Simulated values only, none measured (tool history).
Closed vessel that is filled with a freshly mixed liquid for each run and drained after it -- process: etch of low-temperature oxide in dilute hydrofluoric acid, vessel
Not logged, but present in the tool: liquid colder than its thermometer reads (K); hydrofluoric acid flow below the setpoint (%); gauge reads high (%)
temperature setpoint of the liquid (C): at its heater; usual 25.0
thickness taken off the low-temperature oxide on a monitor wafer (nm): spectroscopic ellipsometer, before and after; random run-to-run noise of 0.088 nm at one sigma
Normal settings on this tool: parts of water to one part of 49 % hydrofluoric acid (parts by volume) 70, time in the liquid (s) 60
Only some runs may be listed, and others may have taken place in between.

| run | day | temperature setpoint of the liquid (C) | parts of water to one part of 49 % hydrofluoric acid (parts by volume) | time in the liquid (s) | wafers since the last listed run | hours since the thermometer was replaced | hours since the hydrofluoric acid flow meter was replaced | hours since the gauge calibration | read-back film thickness of the low-temperature oxide reference wafer, read on the same gauge (nm) | thickness taken off the low-temperature oxide on a monitor wafer (nm) |
|---|---|---|---|---|---|---|---|---|---|---|
| 1 | 0.000 | 25.0 | 80 | 60 | 0 | 1610.5 | 1052.7 | 261.3 | 69.99 | 13.51 |
| 2 | 0.367 | 25.0 | 80 | 60 | 1106 | 1619.3 | 1061.5 | 270.1 | 70.01 | 13.54 |
| 3 | 0.875 | 25.0 | 70 | 60 | 1533 | 1631.5 | 1073.7 | 282.3 | 69.99 | 15.77 |
| 4 | 1.346 | 25.0 | 70 | 60 | 1420 | 1642.8 | 1085.0 | 293.6 | 69.97 | 15.82 |
| 5 | 1.975 | 25.0 | 70 | 60 | 1897 | 1657.9 | 1100.1 | 308.7 | 70.00 | 15.71 |
| 6 | 2.667 | 22.0 | 70 | 60 | 2086 | 1674.5 | 1116.7 | 325.3 | 69.97 | 13.79 |
| 7 | 3.167 | 22.0 | 70 | 60 | 1508 | 1686.5 | 1128.7 | 337.3 | 70.02 | 13.84 |
| 8 | 3.433 | 25.0 | 70 | 60 | 804 | 1692.9 | 1135.1 | 343.7 | 69.98 | 15.53 |
| 9 | 3.733 | 25.0 | 70 | 60 | 904 | 1700.1 | 1142.3 | 350.9 | 69.99 | 15.40 |
| 10 | 4.438 | 25.0 | 70 | 60 | 2124 | 1717.0 | 1159.2 | 367.8 | 69.97 | 15.52 |
| 11 | 4.867 | 25.0 | 70 | 60 | 1294 | 1727.3 | 1169.5 | 378.1 | 70.03 | 15.60 |
|  | 5.392 | gauge calibrated |
| 12 | 5.404 | 25.0 | 70 | 60 | 1621 | 1740.2 | 1182.4 | 0.3 | 69.98 | 15.53 |
|  | 5.808 | hydrofluoric acid flow meter replaced |
| 13 | 7.654 | 25.0 | 70 | 60 | 6661 | 1794.2 | 44.3 | 54.3 | 70.01 | 14.20 |
| 14 | 8.050 | 25.0 | 70 | 60 | 1194 | 1803.7 | 53.8 | 63.8 | 70.00 | 14.26 |
| 15 | 8.375 | 25.0 | 50 | 60 | 980 | 1811.5 | 61.6 | 71.6 | 69.98 | 20.66 |
| 16 | 8.650 | 29.5 | 85 | 85 | 829 | 1818.1 | 68.2 | 78.2 | 70.00 | 19.42 |
|  | 9.117 | hydrofluoric acid flow meter replaced, repeated, since the last time left the tool worse |
| 17 | 9.279 | 27.5 | 50 | 90 | 1772 | 1833.2 | 3.9 | 93.3 | 70.01 | 40.89 |
| 18 | 9.912 | 29.0 | 40 | 70 | 1910 | 1848.4 | 19.1 | 108.5 | 69.98 | 42.75 |
| 19 | 10.504 | 25.0 | 100 | 60 | 1784 | 1862.6 | 33.3 | 122.7 | 70.02 | 11.60 |
| 20 | 11.029 | 25.0 | 95 | 45 | 1583 | 1875.2 | 45.9 | 135.3 | 70.01 | 9.19 |
|  | 11.171 | thermometer replaced |
| 21 | 11.742 | 25.0 | 70 | 60 | 2023 | 13.7 | 63.0 | 152.4 | 69.99 | 17.12 |
| 22 | 12.212 | 25.0 | 70 | 60 | 1420 | 25.0 | 74.3 | 163.7 | 69.98 | 16.87 |

What will run 23 give?
| 23 | 12.671 | 23.0 | 60 | 85 | 1382 | 36.0 | 85.3 | 174.7 | ? | ? |

read-back film thickness of the low-temperature oxide reference wafer, read on the same gauge (nm): 69.98
thickness taken off the low-temperature oxide on a monitor wafer (nm): 26.25
Without the tool's hidden state the same run would have given thickness taken off the low-temperature oxide on a monitor wafer (nm) 26.41.
